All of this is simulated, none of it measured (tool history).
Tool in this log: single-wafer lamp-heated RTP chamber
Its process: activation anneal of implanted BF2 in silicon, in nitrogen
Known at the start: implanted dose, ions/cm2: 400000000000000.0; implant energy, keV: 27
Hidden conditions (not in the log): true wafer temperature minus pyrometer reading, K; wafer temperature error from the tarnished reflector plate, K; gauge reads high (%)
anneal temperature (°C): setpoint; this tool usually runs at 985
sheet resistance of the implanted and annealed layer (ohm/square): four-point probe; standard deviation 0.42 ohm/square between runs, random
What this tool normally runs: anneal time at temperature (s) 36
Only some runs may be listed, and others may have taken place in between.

| run | hour | anneal temperature (°C) | anneal time at temperature (s) | wafers since the last listed run | wafers since the last pyrometer calibration | wafers since the reflector plate was cleaned | hours since the gauge calibration | read-back reference wafer on the same gauge, sheet resistance | sheet resistance of the implanted and annealed layer (ohm/square) |
|---|---|---|---|---|---|---|---|---|---|
| 1 | 0.0 | 985 | 36 | 0 | 428 | 10697 | 42.4 | 307.09 | 281.46 |
| 2 | 12.9 | 985 | 36 | 118 | 547 | 10816 | 55.3 | 307.19 | 280.84 |
| 3 | 28.6 | 985 | 36 | 144 | 691 | 10961 | 71.0 | 307.21 | 281.25 |
| 4 | 39.5 | 985 | 52 | 100 | 792 | 11061 | 81.9 | 306.82 | 278.74 |
| 5 | 51.3 | 985 | 52 | 108 | 900 | 11170 | 93.7 | 306.83 | 278.83 |
| 6 | 62.1 | 985 | 36 | 99 | 1000 | 11269 | 104.5 | 306.93 | 280.18 |
| 7 | 72.3 | 971 | 36 | 93 | 1093 | 11363 | 114.7 | 307.04 | 284.62 |
|  | 92.3 | reflector plate cleaned |
| 8 | 92.8 | 971 | 36 | 115 | 1208 | 5 | 135.2 | 306.97 | 284.06 |
| 9 | 100.4 | 985 | 36 | 69 | 1278 | 74 | 142.8 | 307.25 | 279.71 |
| 10 | 108.5 | 985 | 36 | 74 | 1353 | 149 | 150.9 | 307.04 | 279.27 |
|  | 110.3 | gauge calibrated |
|  | 130.2 | pyrometer window cleaned and pyrometer calibrated |
| 11 | 130.7 | 977 | 36 | 130 | 4 | 280 | 20.4 | 306.87 | 283.40 |
| 12 | 132.1 | 985 | 26 | 12 | 17 | 293 | 21.8 | 307.05 | 282.40 |
| 13 | 147.8 | 985 | 36 | 144 | 161 | 437 | 37.5 | 306.99 | 281.12 |
| 14 | 158.2 | 985 | 54 | 95 | 257 | 533 | 47.9 | 307.24 | 278.90 |
| 15 | 176.0 | 975 | 36 | 163 | 421 | 697 | 65.7 | 307.14 | 283.97 |
| 16 | 190.4 | 975 | 36 | 132 | 553 | 829 | 80.1 | 307.05 | 283.11 |
| 17 | 198.1 | 1008 | 36 | 70 | 624 | 900 | 87.8 | 306.88 | 275.52 |
| 18 | 216.1 | 970 | 52 | 165 | 790 | 1066 | 105.8 | 307.05 | 283.18 |
| 19 | 225.5 | 956 | 19 | 86 | 876 | 1152 | 115.2 | 307.25 | 303.52 |
| 20 | 231.7 | 970 | 36 | 57 | 933 | 1209 | 121.4 | 307.13 | 284.98 |

Hidden condition of the tool, last listed run before each entry between runs versus first listed run after:
Run 7 -> run 8: reflector plate cleaned (hour 92.3)
  true wafer temperature minus pyrometer reading, K: 4.55 -> 6.14
  measured value less the no-hidden-state value, sheet resistance of the implanted and annealed layer (ohm/square): -2.44 -> -3.18
Run 10 -> run 11: gauge calibrated (hour 110.3); pyrometer window cleaned and pyrometer calibrated (hour 130.2)
  true wafer temperature minus pyrometer reading, K: 7.53 -> 1.15
  measured value less the no-hidden-state value, sheet resistance of the implanted and annealed layer (ohm/square): -2.04 -> -0.49
